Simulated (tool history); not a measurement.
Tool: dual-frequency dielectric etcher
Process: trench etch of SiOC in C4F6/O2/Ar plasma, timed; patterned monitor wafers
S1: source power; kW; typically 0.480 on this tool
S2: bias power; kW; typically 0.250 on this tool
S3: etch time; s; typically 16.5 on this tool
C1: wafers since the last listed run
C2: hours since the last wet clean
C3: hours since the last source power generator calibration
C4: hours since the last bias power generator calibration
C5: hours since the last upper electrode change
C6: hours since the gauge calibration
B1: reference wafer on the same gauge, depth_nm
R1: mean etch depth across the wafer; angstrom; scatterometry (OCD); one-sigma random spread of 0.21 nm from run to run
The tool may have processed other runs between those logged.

| run | day | S1 | S2 | S3 | C1 | C2 | C3 | C4 | C5 | C6 | B1 | R1 |
|---|---|---|---|---|---|---|---|---|---|---|---|---|
| 1 | 0.000 | 0.480 | 0.250 | 16.5 | 0 | 273.0 | 4001.4 | 1769.1 | 4018.7 | 1186.4 | 47.63 | 458.5 |
| 2 | 4.396 | 0.480 | 0.277 | 16.5 | 1247 | 378.5 | 4106.9 | 1874.6 | 4124.2 | 1291.9 | 47.56 | 479.6 |
| 3 | 6.138 | 0.480 | 0.277 | 16.5 | 494 | 420.3 | 4148.7 | 1916.4 | 4166.0 | 1333.7 | 47.60 | 484.3 |
|  | 8.283 | wet clean of the chamber |
| 4 | 9.717 | 0.450 | 0.270 | 16.5 | 731 | 34.4 | 4234.6 | 2002.3 | 4251.9 | 1419.6 | 47.59 | 446.5 |
| 5 | 13.254 | 0.480 | 0.250 | 16.5 | 1003 | 119.3 | 4319.5 | 2087.2 | 4336.8 | 1504.5 | 47.59 | 455.0 |
| 6 | 17.650 | 0.480 | 0.250 | 16.5 | 1247 | 224.8 | 4425.0 | 2192.7 | 4442.3 | 1610.0 | 47.59 | 454.3 |
| 7 | 19.412 | 0.480 | 0.250 | 16.5 | 500 | 267.1 | 4467.3 | 2235.0 | 4484.6 | 1652.3 | 47.58 | 457.4 |
| 8 | 21.925 | 0.480 | 0.280 | 16.5 | 712 | 327.4 | 4527.6 | 2295.3 | 4544.9 | 1712.6 | 47.56 | 479.7 |
| 9 | 25.483 | 0.480 | 0.280 | 16.5 | 1009 | 412.8 | 4613.0 | 2380.7 | 4630.3 | 1798.0 | 47.62 | 480.3 |
| 10 | 27.212 | 0.480 | 0.280 | 16.5 | 490 | 454.3 | 4654.5 | 2422.2 | 4671.8 | 1839.5 | 47.60 | 484.1 |
| 11 | 30.288 | 0.480 | 0.250 | 16.5 | 872 | 528.1 | 4728.3 | 2496.0 | 4745.6 | 1913.3 | 47.57 | 464.9 |
|  | 32.029 | wet clean of the chamber |
| 12 | 32.425 | 0.480 | 0.250 | 16.5 | 322 | 9.5 | 4779.6 | 2547.3 | 4796.9 | 1964.6 | 47.61 | 449.9 |
|  | 32.604 | source power generator calibrated |
| 13 | 36.221 | 0.480 | 0.250 | 16.5 | 1029 | 100.6 | 86.8 | 2638.4 | 4888.0 | 2055.7 | 47.63 | 449.6 |
| 14 | 37.812 | 0.480 | 0.277 | 16.5 | 451 | 138.8 | 125.0 | 2676.6 | 4926.2 | 2093.9 | 47.55 | 470.1 |
| 15 | 42.154 | 0.480 | 0.250 | 14.0 | 1231 | 243.0 | 229.2 | 2780.8 | 5030.4 | 2198.1 | 47.61 | 388.5 |
| 16 | 43.692 | 0.360 | 0.275 | 18.5 | 436 | 279.9 | 266.1 | 2817.7 | 5067.3 | 2235.0 | 47.59 | 456.3 |
| 17 | 45.208 | 0.480 | 0.250 | 16.5 | 430 | 316.3 | 302.5 | 2854.1 | 5103.7 | 2271.4 | 47.60 | 456.3 |
| 18 | 47.008 | 0.480 | 0.250 | 16.5 | 510 | 359.5 | 345.7 | 2897.3 | 5146.9 | 2314.6 | 47.57 | 459.9 |
| 19 | 50.433 | 0.480 | 0.250 | 20.0 | 971 | 441.7 | 427.9 | 2979.5 | 5229.1 | 2396.8 | 47.59 | 564.2 |
|  | 52.304 | bias power generator calibrated |
| 20 | 53.321 | 0.530 | 0.250 | 21.0 | 772 | 511.0 | 497.2 | 24.4 | 5298.4 | 2466.1 | 47.62 | 619.7 |
|  | 57.125 | wet clean of the chamber |
|  | 57.879 | upper electrode replaced |
| 21 | 57.900 | 0.480 | 0.289 | 16.5 | 801 | 18.6 | 607.1 | 134.3 | 0.5 | 2576.0 | 47.64 | 472.9 |
|  | 61.042 | gauge calibrated |
| 22 | 61.592 | 0.560 | 0.250 | 16.5 | 1047 | 107.2 | 695.7 | 222.9 | 89.1 | 13.2 | 47.61 | 487.3 |
| 23 | 65.925 | 0.480 | 0.250 | 16.5 | 1229 | 211.2 | 799.7 | 326.9 | 193.1 | 117.2 | 47.63 | 451.9 |
| 24 | 69.358 | 0.530 | 0.199 | 16.5 | 974 | 293.6 | 882.1 | 409.3 | 275.5 | 199.6 | 47.60 | 442.6 |
| 25 | 70.871 | 0.390 | 0.295 | 15.0 | 429 | 329.9 | 918.4 | 445.6 | 311.8 | 235.9 | 47.62 | 396.1 |
| 26 | 73.904 | 0.400 | 0.250 | 16.5 | 860 | 402.7 | 991.2 | 518.4 | 384.6 | 308.7 | 47.60 | 419.2 |
|  | 76.142 | wet clean of the chamber |
| 27 | 83.788 | 0.410 | 0.282 | 14.5 | 2520 | 183.5 | 1228.4 | 755.6 | 621.8 | 545.9 | 47.62 | 388.6 |
| 28 | 87.700 | 0.480 | 0.250 | 12.0 | 1110 | 277.4 | 1322.3 | 849.5 | 715.7 | 639.8 | 47.58 | 334.6 |
| 29 | 90.483 | 0.550 | 0.250 | 15.0 | 789 | 344.2 | 1389.1 | 916.3 | 782.5 | 706.6 | 47.58 | 446.3 |

5 options for the next run, each taken on its own from the tool as it stands now. Forecast them:
| A | 90.500 | 0.540 | 0.250 | 16.5 | 4 | 344.6 | 1389.5 | 916.7 | 782.9 | 707.0 | ? | ? |
| B | 90.500 | 0.480 | 0.250 | 18.0 | 4 | 344.6 | 1389.5 | 916.7 | 782.9 | 707.0 | ? | ? |
| C | 90.500 | 0.480 | 0.276 | 16.5 | 4 | 344.6 | 1389.5 | 916.7 | 782.9 | 707.0 | ? | ? |
| D | 90.500 | 0.540 | 0.195 | 16.5 | 4 | 344.6 | 1389.5 | 916.7 | 782.9 | 707.0 | ? | ? |
| E | 90.500 | 0.480 | 0.297 | 16.5 | 4 | 344.6 | 1389.5 | 916.7 | 782.9 | 707.0 | ? | ? |

| run | B1 | R1 |
|---|---|---|
| A | 47.59 | 492.5 |
| B | 47.59 | 507.7 |
| C | 47.59 | 480.6 |
| D | 47.59 | 456.1 |
| E | 47.59 | 492.4 |
The same runs, with their run-to-run variation unchanged, on a tool lacking any hidden condition would have given:
| run | R1 |
|---|---|
| A | 476.1 |
| B | 490.8 |
| C | 464.6 |
| D | 440.9 |
| E | 476.0 |
